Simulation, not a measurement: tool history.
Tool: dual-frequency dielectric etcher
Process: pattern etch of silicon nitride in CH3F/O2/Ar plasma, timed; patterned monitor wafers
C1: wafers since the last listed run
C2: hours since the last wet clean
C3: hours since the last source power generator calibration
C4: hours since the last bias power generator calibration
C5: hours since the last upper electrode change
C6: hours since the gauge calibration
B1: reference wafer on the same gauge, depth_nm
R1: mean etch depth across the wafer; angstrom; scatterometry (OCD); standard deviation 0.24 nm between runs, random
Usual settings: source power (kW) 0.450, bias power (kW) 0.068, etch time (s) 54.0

run 1 hour=0.0 | source_power_(kW)=0.450 bias_power_(kW)=0.068 etch_time_(s)=54.0 | C1=0 C2=275.4 C3=4300.9 C4=1464.4 C5=3400.0 C6=271.7 | B1=38.40 | R1=410.0
run 2 hour=12.3 | source_power_(kW)=0.450 bias_power_(kW)=0.068 etch_time_(s)=54.0 | C1=89 C2=287.7 C3=4313.2 C4=1476.7 C5=3412.3 C6=284.0 | B1=38.35 | R1=409.4
run 3 hour=28.3 | source_power_(kW)=0.450 bias_power_(kW)=0.068 etch_time_(s)=66.5 | C1=116 C2=303.7 C3=4329.2 C4=1492.7 C5=3428.3 C6=300.0 | B1=38.30 | R1=500.8
run 4 hour=36.2 | source_power_(kW)=0.450 bias_power_(kW)=0.068 etch_time_(s)=66.5 | C1=57 C2=311.6 C3=4337.1 C4=1500.6 C5=3436.2 C6=307.9 | B1=38.39 | R1=503.1
run 5 hour=44.2 | source_power_(kW)=0.450 bias_power_(kW)=0.068 etch_time_(s)=66.5 | C1=58 C2=319.6 C3=4345.1 C4=1508.6 C5=3444.2 C6=315.9 | B1=38.43 | R1=501.9
run 6 hour=55.7 | source_power_(kW)=0.450 bias_power_(kW)=0.068 etch_time_(s)=64.5 | C1=83 C2=331.1 C3=4356.6 C4=1520.1 C5=3455.7 C6=327.4 | B1=38.37 | R1=487.0
run 7 hour=69.6 | source_power_(kW)=0.410 bias_power_(kW)=0.073 etch_time_(s)=54.0 | C1=101 C2=345.0 C3=4370.5 C4=1534.0 C5=3469.6 C6=341.3 | B1=38.39 | R1=404.2
run 8 hour=77.2 | source_power_(kW)=0.370 bias_power_(kW)=0.068 etch_time_(s)=54.0 | C1=55 C2=352.6 C3=4378.1 C4=1541.6 C5=3477.2 C6=348.9 | B1=38.44 | R1=383.3
run 9 hour=89.5 | source_power_(kW)=0.370 bias_power_(kW)=0.068 etch_time_(s)=54.0 | C1=89 C2=364.9 C3=4390.4 C4=1553.9 C5=3489.5 C6=361.2 | B1=38.37 | R1=378.6
run 10 hour=95.9 | source_power_(kW)=0.370 bias_power_(kW)=0.068 etch_time_(s)=54.0 | C1=46 C2=371.3 C3=4396.8 C4=1560.3 C5=3495.9 C6=367.6 | B1=38.38 | R1=381.4
-- hour=114.2 gauge calibrated
-- hour=120.2 wet clean of the chamber
run 11 hour=120.7 | source_power_(kW)=0.450 bias_power_(kW)=0.068 etch_time_(s)=54.0 | C1=5 C2=0.5 C3=4421.6 C4=1585.1 C5=3520.7 C6=6.5 | B1=38.35 | R1=416.2
run 12 hour=121.1 | source_power_(kW)=0.450 bias_power_(kW)=0.068 etch_time_(s)=54.0 | C1=2 C2=0.9 C3=4422.0 C4=1585.5 C5=3521.1 C6=6.9 | B1=38.36 | R1=417.2
run 13 hour=131.5 | source_power_(kW)=0.450 bias_power_(kW)=0.068 etch_time_(s)=54.0 | C1=75 C2=11.3 C3=4432.4 C4=1595.9 C5=3531.5 C6=17.3 | B1=38.32 | R1=422.6
-- hour=137.1 source power generator calibrated
run 14 hour=138.4 | source_power_(kW)=0.450 bias_power_(kW)=0.068 etch_time_(s)=54.0 | C1=21 C2=18.2 C3=1.3 C4=1602.8 C5=3538.4 C6=24.2 | B1=38.41 | R1=421.8
run 15 hour=150.8 | source_power_(kW)=0.480 bias_power_(kW)=0.051 etch_time_(s)=64.5 | C1=90 C2=30.6 C3=13.7 C4=1615.2 C5=3550.8 C6=36.6 | B1=38.44 | R1=462.2
-- hour=161.3 bias power generator calibrated
run 16 hour=167.2 | source_power_(kW)=0.370 bias_power_(kW)=0.063 etch_time_(s)=49.5 | C1=90 C2=47.0 C3=30.1 C4=5.9 C5=3567.2 C6=53.0 | B1=38.39 | R1=345.7
-- hour=204.3 upper electrode replaced
run 17 hour=204.8 | source_power_(kW)=0.510 bias_power_(kW)=0.063 etch_time_(s)=62.0 | C1=99 C2=84.6 C3=67.7 C4=43.5 C5=0.5 C6=90.6 | B1=38.45 | R1=487.1
run 18 hour=214.1 | source_power_(kW)=0.540 bias_power_(kW)=0.068 etch_time_(s)=54.0 | C1=67 C2=93.9 C3=77.0 C4=52.8 C5=9.8 C6=99.9 | B1=38.44 | R1=444.4
run 19 hour=221.1 | source_power_(kW)=0.450 bias_power_(kW)=0.068 etch_time_(s)=54.0 | C1=51 C2=100.9 C3=84.0 C4=59.8 C5=16.8 C6=106.9 | B1=38.30 | R1=417.7
run 20 hour=236.0 | source_power_(kW)=0.370 bias_power_(kW)=0.068 etch_time_(s)=54.0 | C1=108 C2=115.8 C3=98.9 C4=74.7 C5=31.7 C6=121.8 | B1=38.38 | R1=387.9
run 21 hour=246.8 | source_power_(kW)=0.450 bias_power_(kW)=0.068 etch_time_(s)=54.0 | C1=78 C2=126.6 C3=109.7 C4=85.5 C5=42.5 C6=132.6 | B1=38.42 | R1=419.3
run 22 hour=261.9 | source_power_(kW)=0.450 bias_power_(kW)=0.055 etch_time_(s)=54.0 | C1=110 C2=141.7 C3=124.8 C4=100.6 C5=57.6 C6=147.7 | B1=38.36 | R1=381.5
run 23 hour=277.4 | source_power_(kW)=0.450 bias_power_(kW)=0.068 etch_time_(s)=54.0 | C1=113 C2=157.2 C3=140.3 C4=116.1 C5=73.1 C6=163.2 | B1=38.37 | R1=415.6
run 24 hour=291.5 | source_power_(kW)=0.360 bias_power_(kW)=0.062 etch_time_(s)=54.0 | C1=102 C2=171.3 C3=154.4 C4=130.2 C5=87.2 C6=177.3 | B1=38.34 | R1=370.5
run 25 hour=307.4 | source_power_(kW)=0.410 bias_power_(kW)=0.060 etch_time_(s)=54.0 | C1=115 C2=187.2 C3=170.3 C4=146.1 C5=103.1 C6=193.2 | B1=38.39 | R1=379.1
run 26 hour=320.4 | source_power_(kW)=0.450 bias_power_(kW)=0.068 etch_time_(s)=54.0 | C1=94 C2=200.2 C3=183.3 C4=159.1 C5=116.1 C6=206.2 | B1=38.39 | R1=415.2
run 27 hour=344.0 | source_power_(kW)=0.540 bias_power_(kW)=0.055 etch_time_(s)=64.5 | C1=172 C2=223.8 C3=206.9 C4=182.7 C5=139.7 C6=229.8 | B1=38.36 | R1=486.1
run 28 hour=352.9 | source_power_(kW)=0.550 bias_power_(kW)=0.068 etch_time_(s)=47.5 | C1=64 C2=232.7 C3=215.8 C4=191.6 C5=148.6 C6=238.7 | B1=38.36 | R1=390.5

Run 29 has not been measured yet. What should we expect?
run 29 hour=368.3 | source_power_(kW)=0.550 bias_power_(kW)=0.083 etch_time_(s)=63.5 | C1=112 C2=248.1 C3=231.2 C4=207.0 C5=164.0 C6=254.1 | B1=? | R1=?

Run 29 measured B1 38.44, R1 561.2 angstrom.
If the tool had no hidden condition, the same run with the same run-to-run variation would have returned R1 573.3 angstrom.

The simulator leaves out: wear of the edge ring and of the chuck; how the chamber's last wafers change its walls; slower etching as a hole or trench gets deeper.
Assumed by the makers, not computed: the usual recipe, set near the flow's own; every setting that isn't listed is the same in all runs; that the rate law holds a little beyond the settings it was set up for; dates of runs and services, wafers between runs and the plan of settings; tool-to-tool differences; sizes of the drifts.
